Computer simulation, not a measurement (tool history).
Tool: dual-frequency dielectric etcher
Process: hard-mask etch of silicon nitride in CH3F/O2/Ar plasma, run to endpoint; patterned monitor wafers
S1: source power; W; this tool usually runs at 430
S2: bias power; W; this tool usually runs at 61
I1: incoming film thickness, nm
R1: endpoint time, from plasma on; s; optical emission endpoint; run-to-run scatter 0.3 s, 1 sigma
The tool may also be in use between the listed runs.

run,hour,S1,S2,I1,R1
1,0.0,430,61,32.50,53.5
2,106.1,430,61,32.22,53.1
3,147.4,390,50,32.60,63.0
# hour 172.3: wet clean of the chamber
4,219.0,430,61,32.25,53.0
5,293.6,430,61,32.39,53.5
6,342.5,350,61,32.54,59.5
7,406.6,350,61,32.41,59.4
8,454.4,430,61,32.31,53.1
9,524.3,430,61,32.54,53.9
10,565.9,430,68,32.30,50.3
# hour 588.6: bias power generator calibrated
11,622.2,430,68,32.87,51.5
# hour 657.8: source power generator calibrated
# hour 727.4: wet clean of the chamber
12,734.0,430,68,32.66,49.5
13,783.4,430,61,32.44,51.9
14,886.6,430,61,32.97,52.8
15,983.8,500,61,32.38,48.2
16,1248.0,430,61,32.20,52.7
17,1311.3,340,54,32.36,63.7
18,1368.3,430,61,32.64,53.2
# hour 1422.7: wet clean of the chamber
19,1467.4,330,74,32.16,53.9
20,1567.2,430,75,32.54,47.3
21,1654.8,430,61,32.42,52.5
22,1721.7,390,61,32.38,55.8
23,1817.3,430,61,32.38,52.8
24,1853.6,430,61,32.68,53.0
# hour 1881.4: upper electrode replaced
# hour 1954.6: wet clean of the chamber
25,1955.1,470,66,32.67,48.9
26,1967.5,430,61,32.57,53.0
27,2006.4,350,71,32.55,54.3
28,2073.0,430,61,32.55,52.7
29,2174.5,430,74,32.66,48.1
30,2258.7,400,56,32.66,57.8
# hour 2315.3: bias power generator calibrated
31,2315.8,430,61,32.32,52.8
32,2383.9,490,61,32.51,49.9
33,2458.6,390,76,32.75,50.3
34,2566.3,480,54,32.83,54.2
# hour 2593.3: wet clean of the chamber
35,2665.9,430,70,33.12,50.9

What was the tool's hidden state at every run in the log?
etch rate over this chamber's usual, %: 0 at every run
bias power that arrives over what is set, %: 0 at every run
H1: source power that arrives over what is set, %
run,H1
1,-5.36
2,-5.45
3,-5.48
4,-5.53
5,-5.58
6,-5.61
7,-5.64
8,-5.66
9,-5.69
10,-5.71
11,-5.73
12,0.0813
13,-0.257
14,-0.888
15,-1.4
16,-2.46
17,-2.66
18,-2.82
19,-3.07
20,-3.28
21,-3.45
22,-3.56
23,-3.7
24,-3.75
25,-3.87
26,-3.89
27,-3.93
28,-3.99
29,-4.08
30,-4.14
31,-4.18
32,-4.22
33,-4.26
34,-4.32
35,-4.36
